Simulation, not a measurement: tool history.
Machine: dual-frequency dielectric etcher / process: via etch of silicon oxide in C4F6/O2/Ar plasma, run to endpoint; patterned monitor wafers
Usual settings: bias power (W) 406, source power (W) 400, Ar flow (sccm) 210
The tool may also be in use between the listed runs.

run,hour,bias power (W),source power (W),Ar flow (sccm),"incoming incoming film thickness, nm",endpoint time (s)
1,0,406,400,210,150.1,34.7
2,55.2,406,400,210,149.3,35
3,75.7,406,400,210,150.8,35.2
# hour 104.5: source power generator calibrated
4,109.1,406,400,210,150.2,35.5
# hour 133.8: Ar flow controller replaced
# hour 176: upper electrode replaced
5,176.5,406,400,210,147.7,35.3
6,248.1,406,400,191,149.4,35.3
7,262.5,406,400,210,150,35.8
8,293.8,406,400,210,149,35.7
9,312,406,370,210,148.5,37.1
10,324.1,406,400,210,149.3,35.9
11,357.3,406,300,170,149.4,38.9
12,370.8,463,470,161,149,31.8
13,389.6,406,400,210,150.3,36.5
14,416.9,437,340,259,149.7,38.5
# hour 429: bias power generator calibrated
15,445.9,406,400,210,150.1,36.6
16,474.4,406,400,210,148.7,36
# hour 516.8: wet clean of the chamber
17,517.3,406,400,210,148.9,34.2
18,538.5,476,400,237,150,33.8
19,574.2,406,490,167,150.1,31.6
20,592.4,362,350,227,148.1,38
21,610.1,406,400,210,149.7,34.8
22,643.2,406,500,238,148.2,32.2
23,657.6,406,400,210,149.5,35.2
24,671.7,482,500,163,150.2,30
25,690.6,406,400,210,150.8,35.7
26,709.9,449,400,188,147.4,33.7
27,728.6,406,460,210,149.8,34.1
28,745,481,400,230,148.4,33.9
29,772.9,406,300,192,149.6,39.7
30,795,406,400,210,148.5,35.5

Consider 3 possible next runs. They are alternatives, not a sequence: every one starts from the tool as it was left by run 30. What does each give?
A,795.4,330,400,210,147.9,?
B,795.4,336,400,210,147.9,?
C,795.4,476,400,210,147.9,?

run,endpoint time (s)
A,38.2
B,38
C,34
With no hidden state in the tool, these same runs would have given:
run,endpoint time (s)
A,37.2
B,37
C,33.1
